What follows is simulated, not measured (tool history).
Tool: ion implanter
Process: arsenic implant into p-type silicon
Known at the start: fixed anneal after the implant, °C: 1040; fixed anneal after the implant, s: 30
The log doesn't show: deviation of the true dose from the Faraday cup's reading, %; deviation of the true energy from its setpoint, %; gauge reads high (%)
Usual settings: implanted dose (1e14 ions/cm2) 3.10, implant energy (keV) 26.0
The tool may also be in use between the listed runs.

| run | day | implanted dose (1e14 ions/cm2) | implant energy (keV) | wafers since the last listed run | hours since the last dose calibration | hours since the extraction supply was calibrated | hours since the gauge calibration | read-back reference wafer on the same gauge, sheet resistance | sheet resistance of the implanted and annealed layer (ohm/square) |
|---|---|---|---|---|---|---|---|---|---|
| 1 | 0.000 | 3.10 | 26.0 | 0 | 891.4 | 3571.0 | 395.2 | 257.84 | 242.98 |
| 2 | 3.767 | 3.10 | 26.0 | 1682 | 981.8 | 3661.4 | 485.6 | 258.05 | 243.08 |
| 3 | 5.442 | 3.10 | 26.0 | 748 | 1022.0 | 3701.6 | 525.8 | 257.72 | 242.75 |
| 4 | 8.946 | 3.10 | 26.0 | 1564 | 1106.1 | 3785.7 | 609.9 | 258.04 | 243.00 |
| 5 | 11.042 | 3.10 | 26.0 | 936 | 1156.4 | 3836.0 | 660.2 | 257.97 | 242.90 |
| 6 | 15.521 | 2.61 | 31.5 | 2000 | 1263.9 | 3943.5 | 767.7 | 258.22 | 269.43 |
| 7 | 17.488 | 2.61 | 31.5 | 878 | 1311.1 | 3990.7 | 814.9 | 257.97 | 269.09 |
|  | 19.933 | extraction supply calibrated |
| 8 | 20.938 | 3.10 | 18.5 | 1391 | 1393.9 | 24.1 | 897.7 | 257.83 | 250.37 |
| 9 | 23.725 | 3.91 | 20.0 | 1244 | 1460.8 | 91.0 | 964.6 | 258.19 | 206.33 |
| 10 | 26.046 | 3.10 | 26.0 | 1036 | 1516.5 | 146.7 | 1020.3 | 257.97 | 240.29 |
|  | 26.642 | gauge calibrated |
| 11 | 31.079 | 2.74 | 30.5 | 2247 | 1637.3 | 267.5 | 106.5 | 258.02 | 259.61 |
|  | 33.146 | Faraday cup replaced and dose calibrated |
| 12 | 34.675 | 3.34 | 29.5 | 1457 | 36.7 | 353.8 | 192.8 | 257.98 | 228.84 |
| 13 | 37.771 | 2.80 | 26.0 | 1382 | 111.0 | 428.1 | 267.1 | 258.15 | 266.34 |
| 14 | 39.608 | 2.24 | 34.0 | 820 | 155.1 | 472.2 | 311.2 | 258.15 | 302.75 |
| 15 | 42.967 | 2.78 | 31.0 | 1499 | 235.7 | 552.8 | 391.8 | 258.32 | 260.65 |

4 ways to go on from here, each from the tool as it stands after run 15. What would each give?
| A | 42.983 | 2.36 | 26.0 | 7 | 236.1 | 553.2 | 392.2 | ? | ? |
| B | 42.983 | 3.86 | 29.0 | 7 | 236.1 | 553.2 | 392.2 | ? | ? |
| C | 42.983 | 3.55 | 32.5 | 7 | 236.1 | 553.2 | 392.2 | ? | ? |
| D | 42.983 | 3.52 | 32.5 | 7 | 236.1 | 553.2 | 392.2 | ? | ? |

| run | read-back reference wafer on the same gauge, sheet resistance | sheet resistance of the implanted and annealed layer (ohm/square) |
|---|---|---|
| A | 257.94 | 301.03 |
| B | 257.94 | 203.62 |
| C | 257.94 | 214.15 |
| D | 257.94 | 215.56 |
Without the tool's hidden state the same runs would have given:
| run | sheet resistance of the implanted and annealed layer (ohm/square) |
|---|---|
| A | 303.70 |
| B | 205.47 |
| C | 216.09 |
| D | 217.51 |
